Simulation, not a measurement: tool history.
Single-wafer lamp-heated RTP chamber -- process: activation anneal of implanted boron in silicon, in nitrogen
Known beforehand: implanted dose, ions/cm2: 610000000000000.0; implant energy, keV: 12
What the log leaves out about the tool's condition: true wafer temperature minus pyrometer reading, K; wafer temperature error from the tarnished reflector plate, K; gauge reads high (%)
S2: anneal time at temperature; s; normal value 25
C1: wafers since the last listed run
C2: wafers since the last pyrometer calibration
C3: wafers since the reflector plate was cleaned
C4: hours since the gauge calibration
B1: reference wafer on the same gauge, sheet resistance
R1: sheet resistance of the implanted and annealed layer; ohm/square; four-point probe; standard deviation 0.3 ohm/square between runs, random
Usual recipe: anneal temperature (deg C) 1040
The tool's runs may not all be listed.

Run 1, day 0.000: usual settings; C1 0; C2 2239; C3 10498; C4 173.5; B1 224.18. Result: R1 198.04 ohm/square.
Run 2, day 1.379: usual settings; C1 491; C2 2730; C3 10989; C4 206.6; B1 224.53. Result: R1 198.37 ohm/square.
Run 3, day 2.038: usual settings; C1 234; C2 2964; C3 11224; C4 222.4; B1 224.71. Result: R1 198.67 ohm/square.
Run 4, day 2.929: usual settings but anneal temperature (deg C) 1058; C1 317; C2 3282; C3 11541; C4 243.8; B1 225.06. Result: R1 196.98 ohm/square.
Run 5, day 3.958: usual settings but anneal temperature (deg C) 1058; C1 366; C2 3648; C3 11908; C4 268.5; B1 225.42. Result: R1 197.47 ohm/square.
Run 6, day 4.758: usual settings but anneal temperature (deg C) 1058; C1 284; C2 3933; C3 12193; C4 287.7; B1 225.71. Result: R1 198.09 ohm/square.
Run 7, day 5.671: usual settings but anneal temperature (deg C) 1047, S2 20 s; C1 324; C2 4258; C3 12518; C4 309.6; B1 225.98. Result: R1 198.98 ohm/square.
At day 6.096: pyrometer window cleaned and pyrometer calibrated.
At day 7.517: gauge calibrated.
Run 8, day 10.117: usual settings but anneal temperature (deg C) 1054, S2 19 s; C1 1464; C2 1431; C3 13982; C4 62.4; B1 223.03. Result: R1 196.79 ohm/square.
Run 9, day 11.233: usual settings; C1 397; C2 1828; C3 14380; C4 89.2; B1 223.19. Result: R1 197.11 ohm/square.
At day 11.942: reflector plate cleaned.
Run 10, day 12.179: usual settings; C1 218; C2 2047; C3 84; C4 111.9; B1 223.28. Result: R1 196.84 ohm/square.
Run 11, day 13.225: usual settings but anneal temperature (deg C) 1059, S2 39 s; C1 372; C2 2419; C3 457; C4 137.0; B1 223.51. Result: R1 194.24 ohm/square.
Run 12, day 14.079: usual settings but anneal temperature (deg C) 1067, S2 30 s; C1 304; C2 2723; C3 761; C4 157.5; B1 223.72. Result: R1 195.24 ohm/square.
Run 13, day 15.192: usual settings but anneal temperature (deg C) 1032; C1 396; C2 3119; C3 1157; C4 184.2; B1 223.93. Result: R1 198.11 ohm/square.
Run 14, day 15.812: usual settings but anneal temperature (deg C) 1025, S2 36 s; C1 221; C2 3340; C3 1378; C4 199.1; B1 224.09. Result: R1 198.00 ohm/square.
Run 15, day 17.121: usual settings but anneal temperature (deg C) 1019; C1 465; C2 3806; C3 1844; C4 230.5; B1 224.49. Result: R1 199.79 ohm/square.

Below are 5 alternative next runs, each starting from the tool's condition after run 15. Predict each:
Run A, day 17.138: usual settings; C1 5; C2 3812; C3 1850; C4 230.9; B1 ?. Result: R1 ?.
Run B, day 17.138: usual settings but anneal temperature (deg C) 1016, S2 18 s; C1 5; C2 3812; C3 1850; C4 230.9; B1 ?. Result: R1 ?.
Run C, day 17.138: usual settings but anneal temperature (deg C) 1017; C1 5; C2 3812; C3 1850; C4 230.9; B1 ?. Result: R1 ?.
Run D, day 17.138: usual settings but anneal temperature (deg C) 1011, S2 14 s; C1 5; C2 3812; C3 1850; C4 230.9; B1 ?. Result: R1 ?.
Run E, day 17.138: usual settings but anneal temperature (deg C) 1032, S2 12 s; C1 5; C2 3812; C3 1850; C4 230.9; B1 ?. Result: R1 ?.

run      B1      R1
  A  224.55  197.82
  B  224.55  200.52
  C  224.55  199.73
  D  224.55  201.64
  E  224.55  199.91
Without the tool's hidden state the same runs would have given:
run      R1
  A  196.51
  B  199.19
  C  198.40
  D  200.30
  E  198.59

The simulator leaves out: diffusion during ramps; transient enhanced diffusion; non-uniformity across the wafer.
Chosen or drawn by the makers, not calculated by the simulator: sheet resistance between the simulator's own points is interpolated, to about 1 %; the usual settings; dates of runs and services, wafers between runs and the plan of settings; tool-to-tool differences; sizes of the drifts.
